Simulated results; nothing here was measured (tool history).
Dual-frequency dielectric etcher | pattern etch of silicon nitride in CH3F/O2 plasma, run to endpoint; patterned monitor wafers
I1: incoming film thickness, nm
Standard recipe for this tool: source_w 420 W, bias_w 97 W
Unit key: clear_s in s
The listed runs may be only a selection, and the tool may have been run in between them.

Run 1, hour 0.0: usual settings but bias_w 115 W; I1 82.6. Result: clear_s 73.5 s.
Run 2, hour 21.8: usual settings but source_w 500 W; I1 82.8. Result: clear_s 75.0 s.
Run 3, hour 57.3: usual settings but source_w 500 W; I1 82.0. Result: clear_s 74.1 s.
Run 4, hour 83.3: usual settings but source_w 500 W; I1 82.6. Result: clear_s 74.3 s.
At hour 124.8: upper electrode replaced.
At hour 134.7: wet clean of the chamber.
Run 5, hour 135.2: usual settings but source_w 450 W, bias_w 84 W; I1 82.6. Result: clear_s 85.4 s.
Run 6, hour 147.2: usual settings but source_w 450 W, bias_w 92 W; I1 82.8. Result: clear_s 81.8 s.
Run 7, hour 178.1: usual settings; I1 82.3. Result: clear_s 80.9 s.
Run 8, hour 196.8: usual settings; I1 83.7. Result: clear_s 82.1 s.
Run 9, hour 221.3: usual settings; I1 82.8. Result: clear_s 81.1 s.
Run 10, hour 254.3: usual settings; I1 82.6. Result: clear_s 80.5 s.
Run 11, hour 270.8: usual settings; I1 83.1. Result: clear_s 81.2 s.
Run 12, hour 284.4: usual settings; I1 82.7. Result: clear_s 81.0 s.
Run 13, hour 318.6: usual settings; I1 82.6. Result: clear_s 80.8 s.
Run 14, hour 331.0: usual settings but bias_w 108 W; I1 82.1. Result: clear_s 75.8 s.
Run 15, hour 366.2: usual settings but source_w 360 W, bias_w 81 W; I1 83.0. Result: clear_s 93.1 s.
Run 16, hour 394.0: usual settings but source_w 470 W, bias_w 84 W; I1 82.5. Result: clear_s 82.4 s.
Run 17, hour 421.8: usual settings; I1 83.4. Result: clear_s 80.8 s.
Run 18, hour 442.7: usual settings but source_w 460 W, bias_w 82 W; I1 82.4. Result: clear_s 83.6 s.
Run 19, hour 467.8: usual settings but source_w 500 W, bias_w 119 W; I1 83.2. Result: clear_s 68.3 s.
Run 20, hour 495.7: usual settings but source_w 350 W, bias_w 108 W; I1 83.4. Result: clear_s 81.2 s.
Run 21, hour 512.9: usual settings but source_w 390 W, bias_w 78 W; I1 83.0. Result: clear_s 91.9 s.
Run 22, hour 525.5: usual settings but bias_w 76 W; I1 82.6. Result: clear_s 89.9 s.
At hour 542.0: source power generator calibrated.
At hour 565.9: wet clean of the chamber.
Run 23, hour 566.4: usual settings but source_w 450 W, bias_w 107 W; I1 82.8. Result: clear_s 75.6 s.
Run 24, hour 566.8: usual settings but source_w 330 W, bias_w 82 W; I1 82.9. Result: clear_s 96.7 s.
Run 25, hour 585.0: usual settings but source_w 500 W, bias_w 106 W; I1 83.8. Result: clear_s 73.9 s.
Run 26, hour 600.8: usual settings; I1 82.8. Result: clear_s 81.1 s.
At hour 639.2: bias power generator calibrated.
Run 27, hour 699.4: usual settings but source_w 520 W, bias_w 120 W; I1 82.5. Result: clear_s 67.0 s.
Run 28, hour 733.5: usual settings but source_w 370 W, bias_w 106 W; I1 82.2. Result: clear_s 80.4 s.
Run 29, hour 762.5: usual settings but source_w 390 W, bias_w 77 W; I1 82.5. Result: clear_s 92.1 s.
Run 30, hour 786.5: usual settings but bias_w 110 W; I1 83.3. Result: clear_s 75.7 s.

Run 31 has not been measured yet. What should we expect?
Run 31, hour 803.9: usual settings but source_w 330 W, bias_w 91 W; I1 83.7. Result: clear_s ?.

Run 31 measured clear_s 90.8 s.
With no hidden state in the tool, this same run would have given clear_s 92.9 s.
